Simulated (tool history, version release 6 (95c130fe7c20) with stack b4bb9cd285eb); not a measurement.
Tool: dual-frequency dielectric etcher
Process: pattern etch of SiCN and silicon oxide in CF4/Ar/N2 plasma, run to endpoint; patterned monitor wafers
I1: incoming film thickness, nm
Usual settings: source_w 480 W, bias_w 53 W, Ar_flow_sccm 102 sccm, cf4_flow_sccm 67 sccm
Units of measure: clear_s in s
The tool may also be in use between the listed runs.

run 1 hour=0 | source_w=480 bias_w=53 Ar_flow_sccm=102 cf4_flow_sccm=67 | I1=10.65 | clear_s=12.3
run 2 hour=75 | source_w=480 bias_w=53 Ar_flow_sccm=102 cf4_flow_sccm=67 | I1=10.7 | clear_s=12.3
run 3 hour=143.5 | source_w=480 bias_w=53 Ar_flow_sccm=102 cf4_flow_sccm=67 | I1=10.65 | clear_s=12.3
run 4 hour=244.9 | source_w=560 bias_w=53 Ar_flow_sccm=102 cf4_flow_sccm=67 | I1=10.79 | clear_s=11.1
run 5 hour=312.8 | source_w=480 bias_w=62 Ar_flow_sccm=116 cf4_flow_sccm=67 | I1=10.58 | clear_s=11.6
-- hour=360 wet clean of the chamber
run 6 hour=366.8 | source_w=480 bias_w=53 Ar_flow_sccm=102 cf4_flow_sccm=67 | I1=10.72 | clear_s=12.6
run 7 hour=445.1 | source_w=480 bias_w=53 Ar_flow_sccm=102 cf4_flow_sccm=67 | I1=10.69 | clear_s=12.4
run 8 hour=512.2 | source_w=480 bias_w=53 Ar_flow_sccm=102 cf4_flow_sccm=76 | I1=10.69 | clear_s=12.1
-- hour=567 CF4 flow controller replaced
run 9 hour=567.5 | source_w=480 bias_w=53 Ar_flow_sccm=102 cf4_flow_sccm=67 | I1=10.73 | clear_s=12.3
run 10 hour=614.1 | source_w=560 bias_w=63 Ar_flow_sccm=94 cf4_flow_sccm=75 | I1=10.72 | clear_s=10.1
run 11 hour=713.2 | source_w=480 bias_w=63 Ar_flow_sccm=102 cf4_flow_sccm=67 | I1=10.76 | clear_s=11.5
-- hour=726.3 source power generator calibrated
run 12 hour=807.5 | source_w=480 bias_w=41 Ar_flow_sccm=121 cf4_flow_sccm=67 | I1=10.65 | clear_s=13.7
-- hour=839.9 Ar flow controller replaced
-- hour=841.7 bias power generator calibrated
-- hour=871.1 upper electrode replaced, of another model than before
run 13 hour=904.2 | source_w=480 bias_w=53 Ar_flow_sccm=113 cf4_flow_sccm=52 | I1=10.66 | clear_s=12.8
-- hour=935.8 wet clean of the chamber
run 14 hour=959.2 | source_w=480 bias_w=53 Ar_flow_sccm=94 cf4_flow_sccm=67 | I1=10.72 | clear_s=12.3
run 15 hour=1001.8 | source_w=560 bias_w=53 Ar_flow_sccm=102 cf4_flow_sccm=79 | I1=10.74 | clear_s=11.3
run 16 hour=1082.6 | source_w=430 bias_w=57 Ar_flow_sccm=77 cf4_flow_sccm=61 | I1=10.67 | clear_s=11.8
run 17 hour=1164.5 | source_w=480 bias_w=45 Ar_flow_sccm=102 cf4_flow_sccm=67 | I1=10.62 | clear_s=13.5
run 18 hour=1248.4 | source_w=480 bias_w=53 Ar_flow_sccm=94 cf4_flow_sccm=67 | I1=10.64 | clear_s=11.9
run 19 hour=1303.6 | source_w=480 bias_w=53 Ar_flow_sccm=102 cf4_flow_sccm=67 | I1=10.72 | clear_s=12.1

Consider 3 possible next runs. They are alternatives, not a sequence: every one starts from the tool as it was left by run 19. What does each give?
run A hour=1304 | source_w=480 bias_w=53 Ar_flow_sccm=102 cf4_flow_sccm=67 | I1=10.75 | clear_s=?
run B hour=1304 | source_w=480 bias_w=46 Ar_flow_sccm=91 cf4_flow_sccm=67 | I1=10.75 | clear_s=?
run C hour=1304 | source_w=480 bias_w=53 Ar_flow_sccm=77 cf4_flow_sccm=67 | I1=10.75 | clear_s=?

run=A clear_s=12.1
run=B clear_s=13
run=C clear_s=11.6
Take away the tool's hidden state, keep each run's random variation, and the runs would have read:
run=A clear_s=12.5
run=B clear_s=13.5
run=C clear_s=12

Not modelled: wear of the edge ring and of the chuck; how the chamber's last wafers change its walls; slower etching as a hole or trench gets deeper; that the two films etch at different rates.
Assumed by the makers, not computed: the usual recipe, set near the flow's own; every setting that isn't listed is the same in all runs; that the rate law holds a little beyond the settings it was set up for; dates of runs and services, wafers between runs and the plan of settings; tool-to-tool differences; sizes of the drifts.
